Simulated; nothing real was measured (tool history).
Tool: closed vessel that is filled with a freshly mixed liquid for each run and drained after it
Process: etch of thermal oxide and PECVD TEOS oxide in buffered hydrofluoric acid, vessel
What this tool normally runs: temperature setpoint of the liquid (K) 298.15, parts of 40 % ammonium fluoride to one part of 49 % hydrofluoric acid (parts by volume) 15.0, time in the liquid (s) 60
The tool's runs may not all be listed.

| run | hour | temperature setpoint of the liquid (K) | parts of 40 % ammonium fluoride to one part of 49 % hydrofluoric acid (parts by volume) | time in the liquid (s) | read-back film thickness of the thermal oxide reference wafer, read on the same gauge (nm) | read-back film thickness of the PECVD TEOS oxide reference wafer, read on the same gauge (nm) | thickness taken off the thermal oxide on a monitor wafer (angstrom) | thickness taken off the PECVD TEOS oxide on a monitor wafer (angstrom) |
|---|---|---|---|---|---|---|---|---|
| 1 | 0.0 | 298.15 | 15.0 | 60 | 49.98 | 60.01 | 544.9 | 1608.1 |
|  | 27.5 | thermometer replaced |
|  | 29.5 | hydrofluoric acid flow meter replaced |
| 2 | 36.8 | 298.15 | 15.0 | 60 | 50.02 | 60.00 | 533.4 | 1551.8 |
| 3 | 66.1 | 298.15 | 15.0 | 60 | 50.00 | 60.00 | 534.3 | 1539.7 |
|  | 90.9 | gauge calibrated |
| 4 | 109.6 | 298.15 | 15.0 | 60 | 50.00 | 60.02 | 533.1 | 1540.5 |
| 5 | 224.6 | 298.15 | 15.0 | 60 | 49.99 | 59.99 | 533.2 | 1555.9 |
| 6 | 253.3 | 298.15 | 15.0 | 60 | 49.99 | 59.99 | 538.0 | 1563.3 |
| 7 | 292.8 | 298.15 | 15.0 | 60 | 50.00 | 60.01 | 533.3 | 1576.1 |
| 8 | 322.7 | 298.15 | 15.0 | 60 | 50.01 | 60.00 | 532.3 | 1542.1 |
| 9 | 357.3 | 296.65 | 15.0 | 45 | 50.00 | 59.99 | 372.2 | 1097.5 |
| 10 | 402.5 | 296.15 | 15.0 | 70 | 50.00 | 59.98 | 565.3 | 1610.2 |
| 11 | 439.0 | 298.15 | 15.0 | 60 | 49.98 | 60.00 | 537.3 | 1537.5 |
| 12 | 501.8 | 295.15 | 17.0 | 60 | 50.02 | 60.00 | 405.6 | 1170.9 |
| 13 | 556.9 | 295.65 | 11.0 | 60 | 49.99 | 59.99 | 635.3 | 1852.3 |
| 14 | 583.5 | 301.15 | 15.0 | 60 | 50.00 | 59.99 | 636.9 | 1821.8 |
| 15 | 620.1 | 301.15 | 10.5 | 90 | 50.00 | 60.00 | 1356.6 | 3940.7 |
| 16 | 666.6 | 298.15 | 15.0 | 60 | 49.99 | 60.00 | 546.1 | 1593.7 |
| 17 | 699.1 | 299.65 | 21.0 | 60 | 50.00 | 59.99 | 428.0 | 1246.8 |
|  | 724.9 | hydrofluoric acid flow meter replaced |
| 18 | 756.3 | 298.15 | 15.0 | 60 | 50.00 | 60.00 | 544.9 | 1560.3 |
|  | 782.0 | thermometer replaced |
| 19 | 816.5 | 301.15 | 20.0 | 30 | 49.99 | 60.00 | 236.5 | 679.0 |
| 20 | 846.5 | 298.15 | 19.0 | 30 | 50.00 | 59.99 | 211.2 | 611.3 |
| 21 | 894.4 | 298.15 | 15.0 | 60 | 49.98 | 60.00 | 538.4 | 1576.2 |
| 22 | 960.4 | 296.65 | 9.0 | 40 | 49.98 | 60.00 | 527.3 | 1517.4 |
| 23 | 1026.9 | 298.15 | 15.0 | 60 | 49.99 | 60.01 | 539.2 | 1562.1 |
| 24 | 1061.1 | 303.15 | 10.0 | 30 | 50.00 | 60.01 | 522.8 | 1502.8 |
| 25 | 1095.6 | 294.15 | 9.5 | 60 | 50.01 | 59.98 | 664.5 | 1918.6 |
| 26 | 1161.2 | 298.15 | 15.0 | 60 | 50.01 | 60.01 | 540.6 | 1550.1 |

Results for each run, recomputed without the tool's hidden state and with each run's random variation untouched:
Unlogged tool condition in this case: liquid hotter than its thermometer reads (K); hydrofluoric acid flow below the setpoint (%); gauge reads high (%).
| run | thickness taken off the thermal oxide on a monitor wafer (angstrom) | thickness taken off the PECVD TEOS oxide on a monitor wafer (angstrom) |
|---|---|---|
| 1 | 531.5 | 1568.5 |
| 2 | 533.2 | 1551.0 |
| 3 | 533.7 | 1538.1 |
| 4 | 531.6 | 1536.3 |
| 5 | 530.0 | 1546.6 |
| 6 | 534.5 | 1553.2 |
| 7 | 529.3 | 1564.2 |
| 8 | 527.7 | 1528.8 |
| 9 | 368.5 | 1086.7 |
| 10 | 559.1 | 1592.6 |
| 11 | 530.9 | 1519.2 |
| 12 | 399.8 | 1154.2 |
| 13 | 625.6 | 1824.0 |
| 14 | 626.8 | 1793.0 |
| 15 | 1333.7 | 3874.4 |
| 16 | 536.1 | 1564.6 |
| 17 | 419.8 | 1222.9 |
| 18 | 533.5 | 1527.7 |
| 19 | 235.9 | 677.1 |
| 20 | 210.4 | 609.0 |
| 21 | 535.5 | 1567.7 |
| 22 | 523.6 | 1506.7 |
| 23 | 534.3 | 1547.7 |
| 24 | 517.9 | 1488.7 |
| 25 | 657.1 | 1897.4 |
| 26 | 533.6 | 1530.0 |
